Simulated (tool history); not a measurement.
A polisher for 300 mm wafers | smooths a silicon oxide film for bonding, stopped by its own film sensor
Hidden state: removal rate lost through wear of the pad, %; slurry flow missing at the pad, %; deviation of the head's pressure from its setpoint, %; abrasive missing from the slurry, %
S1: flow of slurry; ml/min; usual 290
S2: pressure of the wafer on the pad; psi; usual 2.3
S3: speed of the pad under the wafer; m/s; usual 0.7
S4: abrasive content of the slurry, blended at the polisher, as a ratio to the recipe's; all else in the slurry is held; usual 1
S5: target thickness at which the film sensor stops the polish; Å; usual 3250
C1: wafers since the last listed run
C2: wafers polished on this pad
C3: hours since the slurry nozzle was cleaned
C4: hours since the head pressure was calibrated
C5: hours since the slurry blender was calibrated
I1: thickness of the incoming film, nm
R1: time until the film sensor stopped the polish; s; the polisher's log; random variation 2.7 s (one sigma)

| run | hour | S1 | S2 | S3 | S4 | S5 | C1 | C2 | C3 | C4 | C5 | I1 | R1 |
|---|---|---|---|---|---|---|---|---|---|---|---|---|---|
| 1 | 0 | 290 | 2.3 | 0.7 | 1 | 3250 | 0 | 531 | 289.3 | 879.3 | 239.7 | 405.3 | 199.2 |
|  | 3.3 | slurry blender recalibrated |
| 2 | 15.4 | 290 | 2.3 | 0.7 | 1 | 3250 | 121 | 652 | 304.7 | 894.7 | 12.1 | 397.6 | 165.2 |
| 3 | 28.5 | 290 | 2.3 | 0.7 | 1 | 3250 | 118 | 770 | 317.8 | 907.8 | 25.2 | 393.6 | 159.2 |
| 4 | 35 | 290 | 2.3 | 0.7 | 1 | 3250 | 58 | 829 | 324.3 | 914.3 | 31.7 | 395.6 | 161.3 |
| 5 | 43.9 | 290 | 2.3 | 0.7 | 1 | 3250 | 80 | 909 | 333.2 | 923.2 | 40.6 | 394.8 | 161 |
|  | 50.4 | worn pad replaced by a new one |
| 6 | 60 | 290 | 2.3 | 0.7 | 1 | 3250 | 109 | 86 | 349.3 | 939.3 | 56.7 | 396.3 | 161.5 |
| 7 | 75.7 | 290 | 2.3 | 0.7 | 1 | 3250 | 141 | 228 | 365 | 955 | 72.4 | 402.5 | 173.2 |
| 8 | 87.2 | 290 | 2.3 | 0.76 | 1 | 3250 | 103 | 332 | 376.5 | 966.5 | 83.9 | 405.1 | 168 |
| 9 | 97.3 | 290 | 2.3 | 0.76 | 1 | 3250 | 91 | 423 | 386.6 | 976.6 | 94 | 395.6 | 149.3 |
| 10 | 111.3 | 290 | 2.3 | 0.76 | 1 | 3250 | 126 | 550 | 400.6 | 990.6 | 108 | 397.6 | 160.9 |
|  | 144.5 | worn pad replaced by a new one |
| 11 | 148.5 | 365 | 2.3 | 0.7 | 1.1 | 3250 | 299 | 36 | 437.8 | 1027.8 | 145.2 | 404.4 | 170.2 |
| 12 | 159.7 | 365 | 2.3 | 0.7 | 1.1 | 3250 | 101 | 137 | 449 | 1039 | 156.4 | 404 | 165.5 |
| 13 | 172.8 | 290 | 2.3 | 0.7 | 1 | 3250 | 118 | 255 | 462.1 | 1052.1 | 169.5 | 395.1 | 164.1 |
| 14 | 187.3 | 290 | 2.3 | 0.7 | 1 | 3250 | 130 | 386 | 476.6 | 1066.6 | 184 | 396.9 | 173.9 |
| 15 | 201.5 | 365 | 2.3 | 0.7 | 1.1 | 3250 | 128 | 514 | 490.8 | 1080.8 | 198.2 | 407.3 | 192.3 |
| 16 | 208.8 | 290 | 2.1 | 0.8 | 0.9 | 3250 | 65 | 580 | 498.1 | 1088.1 | 205.5 | 401.7 | 199.8 |
| 17 | 215.8 | 290 | 2.3 | 0.76 | 1 | 3250 | 63 | 643 | 505.1 | 1095.1 | 212.5 | 395.7 | 170.7 |
| 18 | 221.9 | 290 | 1.9 | 0.7 | 1.2 | 3330 | 55 | 699 | 511.2 | 1101.2 | 218.6 | 392.7 | 169.1 |
| 19 | 228.3 | 290 | 2.3 | 0.7 | 1 | 3420 | 57 | 756 | 517.6 | 1107.6 | 225 | 404.3 | 159.1 |
|  | 254.4 | worn pad replaced by a new one |
|  | 261.7 | slurry blender recalibrated |
| 20 | 280.8 | 360 | 2.7 | 0.7 | 1 | 3140 | 419 | 219 | 570.1 | 1160.1 | 19.1 | 394.9 | 148.3 |
| 21 | 290 | 290 | 2 | 0.58 | 1.1 | 3500 | 83 | 303 | 579.3 | 1169.3 | 28.3 | 407.3 | 166.8 |
|  | 291.5 | slurry nozzle cleaned |
|  | 292.4 | head pressure recalibrated |
| 22 | 303.9 | 290 | 2.3 | 0.7 | 1 | 3250 | 107 | 410 | 12.4 | 11.5 | 42.2 | 394.9 | 155.2 |
| 23 | 317.4 | 290 | 2.3 | 0.7 | 1 | 3460 | 121 | 532 | 25.9 | 25 | 55.7 | 396.2 | 112.2 |
| 24 | 328.6 | 365 | 1.9 | 0.58 | 1 | 3380 | 101 | 633 | 37.1 | 36.2 | 66.9 | 400.8 | 202.6 |
|  | 354.8 | worn pad replaced by a new one |
| 25 | 355.3 | 290 | 2.3 | 0.76 | 1 | 3250 | 204 | 4 | 63.8 | 62.9 | 93.6 | 398.6 | 143.6 |
| 26 | 369 | 290 | 2.3 | 0.7 | 1 | 3090 | 123 | 127 | 77.5 | 76.6 | 107.3 | 398.9 | 194.9 |
| 27 | 386 | 290 | 2.3 | 0.7 | 1 | 3250 | 153 | 281 | 94.5 | 93.6 | 124.3 | 396.6 | 159 |
| 28 | 402.2 | 290 | 2.3 | 0.94 | 1.3 | 3330 | 146 | 427 | 110.7 | 109.8 | 140.5 | 399.5 | 105 |

Forecast each of these 5 alternatives for the next run:
| A | 402.7 | 290 | 2.3 | 0.7 | 1 | 3250 | 4 | 432 | 111.2 | 110.3 | 141 | 404.7 | ? |
| B | 402.7 | 225 | 2.7 | 0.7 | 1 | 3010 | 4 | 432 | 111.2 | 110.3 | 141 | 404.7 | ? |
| C | 402.7 | 205 | 2.7 | 0.7 | 1 | 3250 | 4 | 432 | 111.2 | 110.3 | 141 | 404.7 | ? |
| D | 402.7 | 290 | 2.3 | 0.7 | 0.7 | 3430 | 4 | 432 | 111.2 | 110.3 | 141 | 404.7 | ? |
| E | 402.7 | 290 | 2.3 | 0.7 | 1 | 3340 | 4 | 432 | 111.2 | 110.3 | 141 | 404.7 | ? |

| run | R1 |
|---|---|
| A | 183.8 |
| B | 210 |
| C | 163.6 |
| D | 166.5 |
| E | 163 |
Without the tool's hidden state the same runs would have given:
| run | R1 |
|---|---|
| A | 166 |
| B | 189.7 |
| C | 147.8 |
| D | 149.4 |
| E | 147.3 |
